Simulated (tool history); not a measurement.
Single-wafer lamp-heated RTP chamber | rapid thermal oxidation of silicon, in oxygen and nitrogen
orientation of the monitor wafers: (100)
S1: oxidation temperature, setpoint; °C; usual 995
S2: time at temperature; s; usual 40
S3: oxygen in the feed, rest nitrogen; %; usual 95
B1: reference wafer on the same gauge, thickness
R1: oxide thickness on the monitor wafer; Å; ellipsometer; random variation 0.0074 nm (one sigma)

{"run": 1, "hour": 0.0, "S1": 995, "S2": 40, "S3": 95, "B1": 5.63, "R1": 49.7}
{"run": 2, "hour": 28.2, "S1": 995, "S2": 40, "S3": 95, "B1": 5.63, "R1": 49.66}
{"run": 3, "hour": 51.1, "S1": 995, "S2": 40, "S3": 95, "B1": 5.632, "R1": 49.17}
{"run": 4, "hour": 65.9, "S1": 995, "S2": 40, "S3": 95, "B1": 5.631, "R1": 49.17}
{"run": 5, "hour": 88.0, "S1": 995, "S2": 40, "S3": 95, "B1": 5.629, "R1": 49.22}
{"run": 6, "hour": 114.9, "S1": 995, "S2": 27, "S3": 95, "B1": 5.632, "R1": 41.94}
{"run": 7, "hour": 127.9, "S1": 995, "S2": 40, "S3": 95, "B1": 5.633, "R1": 49.31}
{"run": 8, "hour": 155.2, "S1": 995, "S2": 40, "S3": 95, "B1": 5.631, "R1": 49.25}
{"run": 9, "hour": 178.8, "S1": 995, "S2": 40, "S3": 95, "B1": 5.629, "R1": 49.31}
{"run": 10, "hour": 191.1, "S1": 995, "S2": 40, "S3": 95, "B1": 5.634, "R1": 49.35}
{"run": 11, "hour": 212.2, "S1": 995, "S2": 40, "S3": 95, "B1": 5.625, "R1": 49.3}
{"run": 12, "hour": 234.9, "S1": 995, "S2": 40, "S3": 95, "B1": 5.628, "R1": 49.44}
{"run": 13, "hour": 279.1, "S1": 995, "S2": 40, "S3": 95, "B1": 5.628, "R1": 49.57}
{"run": 14, "hour": 367.4, "S1": 995, "S2": 40, "S3": 95, "B1": 5.628, "R1": 49.67}
{"run": 15, "hour": 406.7, "S1": 995, "S2": 40, "S3": 95, "B1": 5.634, "R1": 49.84}
{"run": 16, "hour": 421.7, "S1": 995, "S2": 40, "S3": 95, "B1": 5.635, "R1": 49.73}
{"run": 17, "hour": 446.2, "S1": 995, "S2": 52, "S3": 95, "B1": 5.63, "R1": 55.68}
{"run": 18, "hour": 462.0, "S1": 972, "S2": 40, "S3": 95, "B1": 5.627, "R1": 42.38}
{"run": 19, "hour": 491.2, "S1": 995, "S2": 59, "S3": 95, "B1": 5.631, "R1": 58.98}
{"run": 20, "hour": 508.9, "S1": 995, "S2": 33, "S3": 87, "B1": 5.626, "R1": 44.76}
{"run": 21, "hour": 532.6, "S1": 982, "S2": 40, "S3": 95, "B1": 5.635, "R1": 45.76}
{"run": 22, "hour": 551.1, "S1": 995, "S2": 40, "S3": 95, "B1": 5.634, "R1": 49.92}
{"run": 23, "hour": 573.0, "S1": 995, "S2": 40, "S3": 95, "B1": 5.631, "R1": 49.18}
{"run": 24, "hour": 591.7, "S1": 987, "S2": 49, "S3": 66, "B1": 5.629, "R1": 44.83}
{"run": 25, "hour": 621.4, "S1": 975, "S2": 49, "S3": 72, "B1": 5.631, "R1": 42.52}
{"run": 26, "hour": 640.1, "S1": 995, "S2": 40, "S3": 95, "B1": 5.629, "R1": 49.21}
{"run": 27, "hour": 732.3, "S1": 1014, "S2": 40, "S3": 79, "B1": 5.633, "R1": 53.16}
{"run": 28, "hour": 765.2, "S1": 995, "S2": 24, "S3": 73, "B1": 5.628, "R1": 37.22}
{"run": 29, "hour": 780.8, "S1": 973, "S2": 28, "S3": 71, "B1": 5.633, "R1": 34.06}
{"run": 30, "hour": 795.4, "S1": 995, "S2": 40, "S3": 71, "B1": 5.63, "R1": 44.87}
{"run": 31, "hour": 827.1, "S1": 1023, "S2": 40, "S3": 95, "B1": 5.63, "R1": 60.69}
{"run": 32, "hour": 857.6, "S1": 995, "S2": 40, "S3": 95, "B1": 5.634, "R1": 49.74}
{"run": 33, "hour": 875.0, "S1": 995, "S2": 32, "S3": 68, "B1": 5.629, "R1": 40.75}
{"run": 34, "hour": 906.5, "S1": 995, "S2": 33, "S3": 95, "B1": 5.629, "R1": 45.98}
{"run": 35, "hour": 926.2, "S1": 995, "S2": 51, "S3": 98, "B1": 5.632, "R1": 55.82}
{"run": 36, "hour": 958.4, "S1": 976, "S2": 57, "S3": 98, "B1": 5.636, "R1": 51.04}
{"run": 37, "hour": 976.2, "S1": 970, "S2": 40, "S3": 98, "B1": 5.629, "R1": 42.32}

Not shown: 4 entries that the log had between the listed runs. Between which runs, and how does the tool's hidden state differ before and after?
Between runs 2 and 3: pyrometer window cleaned and pyrometer calibrated (hour 50.6)
  true wafer temperature minus pyrometer reading, K: 2.07 -> 0.179
  measured less the result without the state, R1: +0.73 -> +0.06 Å
Between runs 13 and 14: gauge calibrated (hour 327.5)
  true wafer temperature minus pyrometer reading, K: 1.42 -> 1.91
  measured less the result without the state, R1: +0.5 -> +0.67 Å
Between runs 19 and 20: oxygen flow controller replaced (hour 506.5)
  true wafer temperature minus pyrometer reading, K: 2.58 -> 2.68
  measured less the result without the state, R1: +1.1 -> +0.82 Å
Between runs 22 and 23: pyrometer window cleaned and pyrometer calibrated (hour 569.5)
  true wafer temperature minus pyrometer reading, K: 2.91 -> 0.318
  measured less the result without the state, R1: +1.02 -> +0.11 Å
